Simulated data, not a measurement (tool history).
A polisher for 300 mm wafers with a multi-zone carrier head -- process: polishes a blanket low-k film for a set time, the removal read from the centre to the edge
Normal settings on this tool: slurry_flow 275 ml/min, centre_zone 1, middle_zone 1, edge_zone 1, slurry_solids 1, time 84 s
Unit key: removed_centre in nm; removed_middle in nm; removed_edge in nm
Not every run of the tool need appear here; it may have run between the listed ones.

run,day,slurry_flow,centre_zone,middle_zone,edge_zone,slurry_solids,time,"incoming thickness of the incoming film, nm",removed_centre,removed_middle,removed_edge
1,0,275,1,1,1,1,84,493.3,19.7,19.9,19.9
2,2.671,275,1,1,1,1,84,497.8,19.5,19.8,19.9
3,4.258,275,1,1,1,1,84,508.2,19.2,19.7,19.8
4,6.892,275,1,1,1,1,84,499.6,19.2,19.9,19.8
5,9.208,335,1.06,1,1,1,84,492.5,20.8,20.4,20.5
# day 10.504: slurry nozzle cleaned
# day 11.479: edge zone pressure recalibrated
6,11.7,275,1,1,1.08,1,84,500.4,19.8,20.2,21.3
# day 11.942: worn pad replaced by a new one
# day 12.362: carrier head's membrane replaced by a new one
7,13.825,225,1.09,1.11,1,1,94,502.8,23.2,24.3,21.9
8,16.771,275,1,1,1,0.75,94,497.3,19.1,19.6,19.7
9,18.683,275,0.9,0.95,1,1.2,105,505.6,23.2,25.5,26.9
10,21.054,275,1,1,1,1,102,495.6,23.3,24.4,24.1
# day 22.942: centre zone pressure recalibrated
11,24.025,275,1,1,1,1,84,508,19.7,19.7,20.3
12,26.471,235,1,1,1,1,84,508.9,19,19.6,19.3
# day 28.779: worn pad replaced by a new one
# day 30.396: slurry nozzle cleaned
13,33.846,370,1.06,1.09,0.96,1,84,498.9,21.9,22.6,19.9
14,36.179,275,1.08,1,1,1,84,497.2,21.4,20.1,20.1
15,37.883,275,1,1,0.89,1,84,509.5,19.9,20.1,19.4
16,39.396,275,1,1.07,0.95,1.15,93,501.5,23.1,24.5,22.7
17,44.517,275,1,1.04,1.08,1,99,507.4,23.1,23.9,24
18,45.938,275,1.11,1,1.09,1.25,72,494.7,20,18.3,19
19,46.979,370,1,0.89,1,1,106,494.4,25.6,23.3,26
# day 47.35: worn pad replaced by a new one
20,48.625,275,1,1,1,1,84,506.8,19.5,19.8,20
# day 49.667: slurry nozzle cleaned
21,50.4,275,1,1,1,1,84,497.5,19.8,20,20.2
22,54.154,275,1,1,1,1,84,510,19.5,20.3,20.1

Alternative continuations, all from the tool just after run 22; predict every row:
A,54.175,275,1.12,1,1,1,84,494.2,?,?,?
B,54.175,275,1,1,0.96,0.9,65,494.2,?,?,?
C,54.175,275,1.09,0.9,1.07,1,84,494.2,?,?,?

run,removed_centre,removed_middle,removed_edge
A,21.8,20,20.3
B,14.4,14.8,14.7
C,21.2,18.3,20.9
With the hidden condition removed and each run's random variation left untouched, the same runs would have given:
run,removed_centre,removed_middle,removed_edge
A,22.3,20.2,20.4
B,14.8,15,14.9
C,21.7,18.5,21.1

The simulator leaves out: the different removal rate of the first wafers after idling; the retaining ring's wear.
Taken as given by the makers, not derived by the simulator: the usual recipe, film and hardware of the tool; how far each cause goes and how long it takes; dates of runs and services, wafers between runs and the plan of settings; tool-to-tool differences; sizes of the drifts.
